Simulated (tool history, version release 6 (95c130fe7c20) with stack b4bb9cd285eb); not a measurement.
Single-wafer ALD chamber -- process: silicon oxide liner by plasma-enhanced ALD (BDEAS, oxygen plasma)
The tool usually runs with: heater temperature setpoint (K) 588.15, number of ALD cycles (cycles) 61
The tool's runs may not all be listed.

| run | hour | heater temperature setpoint (K) | number of ALD cycles (cycles) | read-back reference wafer on the same gauge, thickness_nm | mean film thickness on the monitor wafer (nm) |
|---|---|---|---|---|---|
| 1 | 0.0 | 588.15 | 61 | 4.608 | 5.704 |
| 2 | 39.2 | 584.15 | 61 | 4.615 | 5.730 |
| 3 | 79.9 | 588.15 | 61 | 4.606 | 5.661 |
| 4 | 140.9 | 588.15 | 55 | 4.609 | 5.099 |
| 5 | 177.7 | 588.15 | 55 | 4.611 | 5.128 |
|  | 180.0 | gauge calibrated |
| 6 | 241.1 | 588.15 | 55 | 4.608 | 5.135 |
| 7 | 301.7 | 598.15 | 68 | 4.613 | 6.231 |
| 8 | 362.2 | 588.15 | 58 | 4.607 | 5.380 |
| 9 | 406.3 | 588.15 | 61 | 4.610 | 5.661 |
| 10 | 502.5 | 588.15 | 61 | 4.613 | 5.699 |
| 11 | 556.5 | 588.15 | 61 | 4.609 | 5.698 |
| 12 | 591.7 | 588.15 | 61 | 4.608 | 5.696 |
| 13 | 642.8 | 588.15 | 61 | 4.608 | 5.682 |
| 14 | 684.3 | 588.15 | 61 | 4.608 | 5.674 |
| 15 | 788.5 | 588.15 | 65 | 4.617 | 6.041 |
| 16 | 849.0 | 599.15 | 61 | 4.612 | 5.592 |
| 17 | 904.3 | 596.15 | 64 | 4.613 | 5.892 |
| 18 | 957.9 | 588.15 | 56 | 4.609 | 5.233 |
| 19 | 1022.6 | 588.15 | 61 | 4.613 | 5.673 |
| 20 | 1087.2 | 580.15 | 61 | 4.612 | 5.770 |
| 21 | 1118.9 | 588.15 | 61 | 4.612 | 5.680 |
| 22 | 1161.6 | 600.15 | 69 | 4.609 | 6.305 |
| 23 | 1231.3 | 588.15 | 61 | 4.609 | 5.691 |
| 24 | 1267.8 | 578.15 | 51 | 4.613 | 4.828 |
| 25 | 1308.1 | 588.15 | 69 | 4.614 | 6.409 |
| 26 | 1360.4 | 580.15 | 69 | 4.610 | 6.495 |
| 27 | 1424.8 | 588.15 | 52 | 4.604 | 4.851 |
|  | 1440.8 | gauge calibrated |
|  | 1459.4 | thermocouple changed; heater temperature recalibrated |
| 28 | 1489.3 | 588.15 | 54 | 4.608 | 5.014 |
| 29 | 1556.0 | 588.15 | 61 | 4.612 | 5.656 |
| 30 | 1592.3 | 588.15 | 61 | 4.611 | 5.698 |
| 31 | 1644.4 | 584.15 | 67 | 4.612 | 6.299 |
| 32 | 1700.3 | 588.15 | 61 | 4.611 | 5.688 |
| 33 | 1741.1 | 588.15 | 66 | 4.610 | 6.160 |
| 34 | 1797.8 | 583.15 | 68 | 4.614 | 6.360 |
| 35 | 1844.7 | 594.15 | 61 | 4.613 | 5.655 |
| 36 | 1877.4 | 579.15 | 56 | 4.607 | 5.275 |
| 37 | 1909.0 | 588.15 | 61 | 4.610 | 5.669 |
| 38 | 1976.8 | 588.15 | 61 | 4.614 | 5.667 |
| 39 | 2015.2 | 588.15 | 70 | 4.611 | 6.536 |
| 40 | 2217.9 | 598.15 | 58 | 4.611 | 5.349 |
| 41 | 2285.0 | 603.15 | 55 | 4.609 | 5.010 |
| 42 | 2341.0 | 603.15 | 50 | 4.609 | 4.569 |
| 43 | 2395.3 | 596.15 | 61 | 4.608 | 5.639 |

Consider 3 possible next runs. They are alternatives, not a sequence: every one starts from the tool as it was left by run 43. What does each give?
| A | 2395.8 | 588.15 | 71 | ? | ? |
| B | 2395.8 | 592.15 | 73 | ? | ? |
| C | 2395.8 | 601.15 | 70 | ? | ? |

| run | read-back reference wafer on the same gauge, thickness_nm | mean film thickness on the monitor wafer (nm) |
|---|---|---|
| A | 4.609 | 6.593 |
| B | 4.609 | 6.740 |
| C | 4.609 | 6.378 |
With no hidden state in the tool, these same runs would have given:
| run | mean film thickness on the monitor wafer (nm) |
|---|---|
| A | 6.593 |
| B | 6.740 |
| C | 6.378 |
